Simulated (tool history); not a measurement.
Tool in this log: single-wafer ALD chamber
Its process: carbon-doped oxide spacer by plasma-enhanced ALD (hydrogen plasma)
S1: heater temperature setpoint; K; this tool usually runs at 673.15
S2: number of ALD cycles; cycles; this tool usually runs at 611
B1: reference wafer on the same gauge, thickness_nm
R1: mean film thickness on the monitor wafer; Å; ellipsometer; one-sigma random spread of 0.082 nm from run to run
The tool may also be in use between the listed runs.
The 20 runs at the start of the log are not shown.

run    hour      S1   S2      B1      R1
 21  1655.1  659.15  547  29.143  298.42
     1692.4  -- gauge calibrated
 22  1760.3  687.15  577    28.8  296.32
 23  1809.1  662.15  573  28.801  309.76
 24  1915.7  684.15  496  28.853  257.41
 25  2192.1  673.15  611   28.89  331.96
 26  2277.7  684.15  697  28.926  362.92
 27    2559  680.15  679  28.974  358.01
     2601.5  -- thermocouple changed; heater temperature recalibrated
 28    2602  687.15  695  28.969  358.89
 29  2655.4  685.15  671  28.982  349.34
 30  2691.6  661.15  687  28.976  371.58
 31  2744.7  673.15  611  28.994  330.65
 32  2899.3  661.15  544   29.01  293.97
 33  2983.2  682.15  549   29.05   288.7
 34    3041  663.15  528  29.028  287.13
 35  3079.6  683.15  516  29.056  270.39
 36  3174.2  673.15  611  29.014  333.03
 37    3241  661.15  533  29.068  289.01
 38  3334.8  668.15  646  29.042  351.77
 39  3412.2  687.15  577  29.036  298.54
 40  3476.9  662.15  656  29.058  357.48

Each row is a separate what-if for the run after 40, all from the same tool condition, not one after another. Results?
  A  3478.2  673.15  611   ?   ?
  B  3478.2  664.15  685   ?   ?
  C  3478.2  662.15  563   ?   ?
  D  3478.2  662.15  710   ?   ?
  E  3478.2  678.15  572   ?   ?

run      B1      R1
  A  29.056  333.47
  B  29.056  373.85
  C  29.056  307.27
  D  29.056   387.5
  E  29.056  306.84
Take away the tool's hidden state, keep each run's random variation, and the runs would have read:
run      R1
  A  330.47
  B   370.5
  C  304.51
  D  384.02
  E  304.09

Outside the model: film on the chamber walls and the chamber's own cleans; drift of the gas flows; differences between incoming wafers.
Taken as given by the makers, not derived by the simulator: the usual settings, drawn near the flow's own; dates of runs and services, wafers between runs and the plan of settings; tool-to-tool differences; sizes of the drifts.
